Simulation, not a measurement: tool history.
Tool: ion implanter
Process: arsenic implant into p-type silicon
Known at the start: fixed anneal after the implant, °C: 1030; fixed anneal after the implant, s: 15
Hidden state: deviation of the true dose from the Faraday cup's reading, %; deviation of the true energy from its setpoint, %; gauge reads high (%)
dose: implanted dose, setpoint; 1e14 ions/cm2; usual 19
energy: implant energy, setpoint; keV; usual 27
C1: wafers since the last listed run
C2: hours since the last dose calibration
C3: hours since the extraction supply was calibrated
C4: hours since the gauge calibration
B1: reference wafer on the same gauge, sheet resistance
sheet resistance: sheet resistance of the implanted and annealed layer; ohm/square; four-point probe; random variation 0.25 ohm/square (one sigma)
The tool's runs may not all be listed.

Run 1, hour 0: usual settings; C1 0; C2 156; C3 1879.6; C4 1295.9; B1 72.51. Result: sheet resistance 86.43 ohm/square.
Run 2, hour 62.2: usual settings; C1 1266; C2 218.2; C3 1941.8; C4 1358.1; B1 72.49. Result: sheet resistance 85.88 ohm/square.
Run 3, hour 134.1: usual settings; C1 1463; C2 290.1; C3 2013.7; C4 1430; B1 72.37. Result: sheet resistance 85.79 ohm/square.
Run 4, hour 224.5: usual settings; C1 1840; C2 380.5; C3 2104.1; C4 1520.4; B1 72.3. Result: sheet resistance 85.88 ohm/square.
Run 5, hour 285.5: usual settings; C1 1242; C2 441.5; C3 2165.1; C4 1581.4; B1 72.36. Result: sheet resistance 85.3 ohm/square.
Run 6, hour 387.4: usual settings but dose 14.62 1e14 ions/cm2; C1 2074; C2 543.4; C3 2267; C4 1683.3; B1 72.5. Result: sheet resistance 93.54 ohm/square.
Run 7, hour 492.2: usual settings but dose 17.59 1e14 ions/cm2; C1 2133; C2 648.2; C3 2371.8; C4 1788.1; B1 72.45. Result: sheet resistance 87.25 ohm/square.
Run 8, hour 586.6: usual settings; C1 1922; C2 742.6; C3 2466.2; C4 1882.5; B1 72.37. Result: sheet resistance 85.32 ohm/square.
Run 9, hour 662.7: usual settings; C1 1549; C2 818.7; C3 2542.3; C4 1958.6; B1 72.31. Result: sheet resistance 85.31 ohm/square.
At hour 677.8: gauge calibrated.
Run 10, hour 767.5: usual settings; C1 2133; C2 923.5; C3 2647.1; C4 89.7; B1 72.36. Result: sheet resistance 84.93 ohm/square.
Run 11, hour 835.6: usual settings; C1 1386; C2 991.6; C3 2715.2; C4 157.8; B1 72.47. Result: sheet resistance 85.24 ohm/square.
Run 12, hour 888.1: usual settings but dose 14.47 1e14 ions/cm2, energy 19.5 keV; C1 1068; C2 1044.1; C3 2767.7; C4 210.3; B1 72.34. Result: sheet resistance 101.71 ohm/square.
Run 13, hour 952.3: usual settings but dose 13.88 1e14 ions/cm2; C1 1307; C2 1108.3; C3 2831.9; C4 274.5; B1 72.25. Result: sheet resistance 95.43 ohm/square.
At hour 990.8: Faraday cup replaced and dose calibrated.
Run 14, hour 1024.3: usual settings but dose 17.45 1e14 ions/cm2, energy 29.5 keV; C1 1303; C2 33.5; C3 2903.9; C4 346.5; B1 72.39. Result: sheet resistance 86.4 ohm/square.
Run 15, hour 1110: usual settings; C1 1744; C2 119.2; C3 2989.6; C4 432.2; B1 72.35. Result: sheet resistance 86.56 ohm/square.
Run 16, hour 1303.9: usual settings but dose 16.89 1e14 ions/cm2, energy 34 keV; C1 3947; C2 313.1; C3 3183.5; C4 626.1; B1 72.46. Result: sheet resistance 83.4 ohm/square.
At hour 1330.1: extraction supply calibrated.
Run 17, hour 1407.3: usual settings; C1 1942; C2 416.5; C3 77.2; C4 729.5; B1 72.41. Result: sheet resistance 86 ohm/square.
Run 18, hour 1479.4: usual settings but dose 21.65 1e14 ions/cm2; C1 1468; C2 488.6; C3 149.3; C4 801.6; B1 72.46. Result: sheet resistance 82.92 ohm/square.
Run 19, hour 1574.2: usual settings but dose 14.47 1e14 ions/cm2, energy 19.5 keV; C1 1930; C2 583.4; C3 244.1; C4 896.4; B1 72.35. Result: sheet resistance 102.97 ohm/square.
Run 20, hour 1638.4: usual settings but dose 16.78 1e14 ions/cm2, energy 24.5 keV; C1 1307; C2 647.6; C3 308.3; C4 960.6; B1 72.35. Result: sheet resistance 91.61 ohm/square.
Run 21, hour 1725.7: usual settings; C1 1777; C2 734.9; C3 395.6; C4 1047.9; B1 72.46. Result: sheet resistance 85.54 ohm/square.
Run 22, hour 1811.8: usual settings but energy 21 keV; C1 1753; C2 821; C3 481.7; C4 1134; B1 72.34. Result: sheet resistance 92.26 ohm/square.

Forecast each of these 3 alternatives for the next run:
Run A, hour 1812.2: usual settings; C1 8; C2 821.4; C3 482.1; C4 1134.4; B1 ?. Result: sheet resistance ?.
Run B, hour 1812.2: usual settings but dose 15.38 1e14 ions/cm2, energy 22.5 keV; C1 8; C2 821.4; C3 482.1; C4 1134.4; B1 ?. Result: sheet resistance ?.
Run C, hour 1812.2: usual settings but dose 22.85 1e14 ions/cm2, energy 20 keV; C1 8; C2 821.4; C3 482.1; C4 1134.4; B1 ?. Result: sheet resistance ?.

run     B1  sheet resistance
  A  72.34             85.27
  B  72.34              96.2
  C  72.34             89.68
Without the tool's hidden state the same runs would have given:
run  sheet resistance
  A             86.19
  B             97.43
  C             90.32

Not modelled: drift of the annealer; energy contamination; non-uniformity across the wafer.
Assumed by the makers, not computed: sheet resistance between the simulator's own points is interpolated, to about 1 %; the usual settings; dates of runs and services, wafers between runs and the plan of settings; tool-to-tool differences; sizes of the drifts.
